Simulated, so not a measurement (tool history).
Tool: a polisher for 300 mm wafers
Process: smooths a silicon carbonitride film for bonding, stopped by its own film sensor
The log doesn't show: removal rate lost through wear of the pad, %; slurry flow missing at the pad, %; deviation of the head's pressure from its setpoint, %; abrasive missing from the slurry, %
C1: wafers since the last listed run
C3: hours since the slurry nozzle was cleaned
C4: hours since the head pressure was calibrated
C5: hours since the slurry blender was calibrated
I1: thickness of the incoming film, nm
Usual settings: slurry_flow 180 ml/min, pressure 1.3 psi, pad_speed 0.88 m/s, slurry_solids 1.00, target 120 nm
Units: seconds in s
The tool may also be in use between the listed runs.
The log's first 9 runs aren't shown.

-- day=26.896 slurry blender recalibrated
run 10 day=29.642 | slurry_flow=180 pressure=1.1 pad_speed=0.88 slurry_solids=1.00 target=120 | C1=512 wafers_polished_on_this_pad=1479 C3=108.2 C4=173.7 C5=65.9 | I1=141.1 | seconds=184.3
run 11 day=32.367 | slurry_flow=180 pressure=1.1 pad_speed=0.88 slurry_solids=1.00 target=120 | C1=423 wafers_polished_on_this_pad=1903 C3=173.6 C4=239.1 C5=131.3 | I1=140.4 | seconds=186.4
run 12 day=34.229 | slurry_flow=180 pressure=1.0 pad_speed=0.74 slurry_solids=0.70 target=116 | C1=289 wafers_polished_on_this_pad=2193 C3=218.3 C4=283.8 C5=176.0 | I1=139.4 | seconds=329.9
run 13 day=36.125 | slurry_flow=180 pressure=1.3 pad_speed=0.88 slurry_solids=1.00 target=120 | C1=294 wafers_polished_on_this_pad=2487 C3=263.8 C4=329.3 C5=221.5 | I1=141.4 | seconds=169.3
run 14 day=38.704 | slurry_flow=180 pressure=1.3 pad_speed=0.88 slurry_solids=1.00 target=120 | C1=400 wafers_polished_on_this_pad=2888 C3=325.7 C4=391.2 C5=283.4 | I1=142.2 | seconds=179.4
run 15 day=41.358 | slurry_flow=180 pressure=1.3 pad_speed=0.88 slurry_solids=0.85 target=120 | C1=412 wafers_polished_on_this_pad=3301 C3=389.4 C4=454.9 C5=347.1 | I1=138.8 | seconds=160.0
-- day=43.175 worn pad replaced by a new one
run 16 day=43.308 | slurry_flow=180 pressure=1.3 pad_speed=0.88 slurry_solids=1.00 target=120 | C1=277 wafers_polished_on_this_pad=20 C3=436.2 C4=501.7 C5=393.9 | I1=137.9 | seconds=122.2
run 17 day=45.567 | slurry_flow=215 pressure=1.1 pad_speed=0.88 slurry_solids=1.00 target=120 | C1=351 wafers_polished_on_this_pad=371 C3=490.4 C4=555.9 C5=448.1 | I1=140.2 | seconds=171.0
-- day=46.800 slurry blender recalibrated
-- day=47.725 slurry nozzle cleaned
run 18 day=48.683 | slurry_flow=180 pressure=1.7 pad_speed=1.06 slurry_solids=1.20 target=125 | C1=465 wafers_polished_on_this_pad=836 C3=23.0 C4=630.7 C5=45.2 | I1=137.9 | seconds=54.8
run 19 day=51.079 | slurry_flow=200 pressure=1.5 pad_speed=1.10 slurry_solids=1.00 target=116 | C1=372 wafers_polished_on_this_pad=1209 C3=80.5 C4=688.2 C5=102.7 | I1=138.5 | seconds=114.9
run 20 day=53.121 | slurry_flow=180 pressure=1.3 pad_speed=0.88 slurry_solids=1.00 target=120 | C1=317 wafers_polished_on_this_pad=1526 C3=129.5 C4=737.2 C5=151.7 | I1=137.8 | seconds=128.4
run 21 day=55.238 | slurry_flow=180 pressure=1.3 pad_speed=0.88 slurry_solids=1.00 target=115 | C1=329 wafers_polished_on_this_pad=1855 C3=180.3 C4=788.0 C5=202.5 | I1=140.1 | seconds=188.6
-- day=55.604 head pressure recalibrated
run 22 day=57.242 | slurry_flow=200 pressure=1.0 pad_speed=0.88 slurry_solids=1.30 target=120 | C1=298 wafers_polished_on_this_pad=2154 C3=228.4 C4=39.3 C5=250.6 | I1=140.4 | seconds=181.2
run 23 day=61.667 | slurry_flow=180 pressure=1.3 pad_speed=0.74 slurry_solids=1.00 target=120 | C1=687 wafers_polished_on_this_pad=2842 C3=334.6 C4=145.5 C5=356.8 | I1=140.1 | seconds=182.4
-- day=63.962 worn pad replaced by a new one
run 24 day=65.175 | slurry_flow=135 pressure=0.8 pad_speed=0.88 slurry_solids=1.25 target=120 | C1=519 wafers_polished_on_this_pad=188 C3=418.8 C4=229.7 C5=441.0 | I1=140.2 | seconds=220.9
run 25 day=68.433 | slurry_flow=180 pressure=1.3 pad_speed=0.88 slurry_solids=0.75 target=120 | C1=506 wafers_polished_on_this_pad=694 C3=497.0 C4=307.9 C5=519.2 | I1=140.6 | seconds=174.0
-- day=69.408 slurry nozzle cleaned
-- day=71.025 slurry blender recalibrated
run 26 day=72.212 | slurry_flow=180 pressure=1.1 pad_speed=0.88 slurry_solids=1.00 target=124 | C1=568 wafers_polished_on_this_pad=1262 C3=67.3 C4=398.6 C5=28.5 | I1=140.9 | seconds=144.3
run 27 day=73.750 | slurry_flow=180 pressure=1.3 pad_speed=0.88 slurry_solids=1.00 target=120 | C1=239 wafers_polished_on_this_pad=1501 C3=104.2 C4=435.5 C5=65.4 | I1=141.0 | seconds=154.8
run 28 day=75.792 | slurry_flow=205 pressure=1.3 pad_speed=0.72 slurry_solids=1.00 target=127 | C1=317 wafers_polished_on_this_pad=1819 C3=153.2 C4=484.5 C5=114.4 | I1=140.3 | seconds=113.0
run 29 day=78.742 | slurry_flow=180 pressure=1.3 pad_speed=0.88 slurry_solids=1.00 target=120 | C1=458 wafers_polished_on_this_pad=2277 C3=224.0 C4=555.3 C5=185.2 | I1=140.1 | seconds=148.3
run 30 day=83.083 | slurry_flow=200 pressure=0.9 pad_speed=0.88 slurry_solids=1.20 target=116 | C1=674 wafers_polished_on_this_pad=2952 C3=328.2 C4=659.5 C5=289.4 | I1=142.5 | seconds=271.8

Forecast each of these 4 alternatives for the next run:
run A day=83.104 | slurry_flow=180 pressure=1.3 pad_speed=0.96 slurry_solids=1.00 target=120 | C1=3 wafers_polished_on_this_pad=2955 C3=328.7 C4=660.0 C5=289.9 | I1=140.7 | seconds=?
run B day=83.104 | slurry_flow=180 pressure=1.8 pad_speed=0.88 slurry_solids=0.85 target=120 | C1=3 wafers_polished_on_this_pad=2955 C3=328.7 C4=660.0 C5=289.9 | I1=140.7 | seconds=?
run C day=83.104 | slurry_flow=130 pressure=1.3 pad_speed=0.88 slurry_solids=1.00 target=120 | C1=3 wafers_polished_on_this_pad=2955 C3=328.7 C4=660.0 C5=289.9 | I1=140.7 | seconds=?
run D day=83.104 | slurry_flow=210 pressure=1.3 pad_speed=0.88 slurry_solids=0.75 target=120 | C1=3 wafers_polished_on_this_pad=2955 C3=328.7 C4=660.0 C5=289.9 | I1=140.7 | seconds=?

run=A seconds=150.1
run=B seconds=125.8
run=C seconds=171.6
run=D seconds=181.2
Without the tool's hidden state the same runs would have given:
run=A seconds=123.2
run=B seconds=103.2
run=C seconds=138.2
run=D seconds=149.8

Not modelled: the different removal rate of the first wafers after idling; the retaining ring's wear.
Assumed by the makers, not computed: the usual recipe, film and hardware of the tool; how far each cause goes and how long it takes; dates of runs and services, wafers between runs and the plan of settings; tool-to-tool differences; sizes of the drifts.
